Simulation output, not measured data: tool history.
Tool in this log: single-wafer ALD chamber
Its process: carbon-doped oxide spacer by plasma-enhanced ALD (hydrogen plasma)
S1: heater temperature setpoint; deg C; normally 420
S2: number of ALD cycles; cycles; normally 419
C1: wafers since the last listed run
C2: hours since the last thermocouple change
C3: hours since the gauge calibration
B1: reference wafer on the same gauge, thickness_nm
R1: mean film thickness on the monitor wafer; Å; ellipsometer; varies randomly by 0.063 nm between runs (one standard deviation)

Run 1, hour 0.0: usual settings; C1 0; C2 327.0; C3 637.7; B1 15.209. Result: R1 186.96 Å.
Run 2, hour 66.2: usual settings; C1 66; C2 393.2; C3 703.9; B1 15.203. Result: R1 186.78 Å.
Run 3, hour 255.1: usual settings; C1 190; C2 582.1; C3 892.8; B1 15.188. Result: R1 186.23 Å.
Run 4, hour 307.3: usual settings; C1 52; C2 634.3; C3 945.0; B1 15.179. Result: R1 184.64 Å.
Run 5, hour 352.2: usual settings; C1 45; C2 679.2; C3 989.9; B1 15.218. Result: R1 185.55 Å.
Run 6, hour 379.5: usual settings but S1 424 deg C, S2 479 cycles; C1 27; C2 706.5; C3 1017.2; B1 15.197. Result: R1 209.09 Å.
Run 7, hour 441.2: usual settings but S1 424 deg C, S2 479 cycles; C1 62; C2 768.2; C3 1078.9; B1 15.201. Result: R1 211.93 Å.
Run 8, hour 474.4: usual settings but S1 424 deg C, S2 479 cycles; C1 33; C2 801.4; C3 1112.1; B1 15.190. Result: R1 210.30 Å.
Run 9, hour 511.1: usual settings; C1 37; C2 838.1; C3 1148.8; B1 15.203. Result: R1 186.59 Å.
Run 10, hour 558.2: usual settings but S1 412 deg C; C1 47; C2 885.2; C3 1195.9; B1 15.215. Result: R1 189.82 Å.
Run 11, hour 623.9: usual settings but S1 412 deg C; C1 66; C2 950.9; C3 1261.6; B1 15.206. Result: R1 190.28 Å.
Run 12, hour 682.6: usual settings but S1 412 deg C; C1 59; C2 1009.6; C3 1320.3; B1 15.191. Result: R1 188.24 Å.
Run 13, hour 730.7: usual settings but S2 399 cycles; C1 48; C2 1057.7; C3 1368.4; B1 15.209. Result: R1 176.08 Å.
Run 14, hour 798.3: usual settings; C1 68; C2 1125.3; C3 1436.0; B1 15.210. Result: R1 185.31 Å.
Run 15, hour 866.9: usual settings; C1 69; C2 1193.9; C3 1504.6; B1 15.188. Result: R1 184.20 Å.
Run 16, hour 917.8: usual settings; C1 51; C2 1244.8; C3 1555.5; B1 15.196. Result: R1 184.49 Å.
Run 17, hour 965.6: usual settings; C1 48; C2 1292.6; C3 1603.3; B1 15.199. Result: R1 183.58 Å.
At hour 1022.5: thermocouple changed; heater temperature recalibrated.
Run 18, hour 1026.4: usual settings; C1 53; C2 3.9; C3 1664.1; B1 15.194. Result: R1 186.46 Å.
Run 19, hour 1095.9: usual settings but S1 426 deg C, S2 496 cycles; C1 70; C2 73.4; C3 1733.6; B1 15.187. Result: R1 216.95 Å.
Run 20, hour 1131.7: usual settings; C1 36; C2 109.2; C3 1769.4; B1 15.198. Result: R1 186.12 Å.
Run 21, hour 1198.5: usual settings; C1 67; C2 176.0; C3 1836.2; B1 15.180. Result: R1 185.20 Å.
Run 22, hour 1248.8: usual settings; C1 50; C2 226.3; C3 1886.5; B1 15.214. Result: R1 185.54 Å.
Run 23, hour 1348.6: usual settings; C1 100; C2 326.1; C3 1986.3; B1 15.201. Result: R1 185.25 Å.
Run 24, hour 1383.0: usual settings but S2 468 cycles; C1 34; C2 360.5; C3 2020.7; B1 15.201. Result: R1 206.81 Å.
At hour 1392.0: gauge calibrated.
Run 25, hour 1409.3: usual settings but S1 424 deg C, S2 392 cycles; C1 26; C2 386.8; C3 17.3; B1 15.199. Result: R1 171.97 Å.
Run 26, hour 1467.8: usual settings; C1 59; C2 445.3; C3 75.8; B1 15.191. Result: R1 185.57 Å.
Run 27, hour 1493.8: usual settings; C1 26; C2 471.3; C3 101.8; B1 15.199. Result: R1 185.49 Å.
Run 28, hour 1549.8: usual settings but S1 409 deg C, S2 481 cycles; C1 56; C2 527.3; C3 157.8; B1 15.196. Result: R1 220.47 Å.
Run 29, hour 1584.2: usual settings but S1 407 deg C, S2 481 cycles; C1 34; C2 561.7; C3 192.2; B1 15.203. Result: R1 220.96 Å.
Run 30, hour 1631.6: usual settings but S2 358 cycles; C1 47; C2 609.1; C3 239.6; B1 15.191. Result: R1 159.03 Å.
Run 31, hour 1657.0: usual settings but S2 483 cycles; C1 25; C2 634.5; C3 265.0; B1 15.203. Result: R1 212.87 Å.
Run 32, hour 1721.2: usual settings; C1 64; C2 698.7; C3 329.2; B1 15.203. Result: R1 185.17 Å.
Run 33, hour 1776.7: usual settings but S1 429 deg C; C1 56; C2 754.2; C3 384.7; B1 15.214. Result: R1 181.43 Å.
Run 34, hour 1836.9: usual settings but S1 411 deg C, S2 449 cycles; C1 60; C2 814.4; C3 444.9; B1 15.200. Result: R1 203.93 Å.
Run 35, hour 1908.4: usual settings but S1 431 deg C, S2 393 cycles; C1 72; C2 885.9; C3 516.4; B1 15.205. Result: R1 169.18 Å.
Run 36, hour 1968.4: usual settings but S1 410 deg C; C1 60; C2 945.9; C3 576.4; B1 15.189. Result: R1 190.27 Å.

Below are 3 alternative next runs, each starting from the tool's condition after run 36. Predict each:
Run A, hour 1969.4: usual settings but S2 340 cycles; C1 1; C2 946.9; C3 577.4; B1 ?. Result: R1 ?.
Run B, hour 1969.4: usual settings but S1 432 deg C, S2 391 cycles; C1 1; C2 946.9; C3 577.4; B1 ?. Result: R1 ?.
Run C, hour 1969.4: usual settings but S1 434 deg C; C1 1; C2 946.9; C3 577.4; B1 ?. Result: R1 ?.

run      B1      R1
  A  15.186  150.81
  B  15.186  167.55
  C  15.186  178.49
Stripped of hidden state, with their random variation kept, the same runs would have yielded:
run      R1
  A  151.93
  B  168.84
  C  179.88
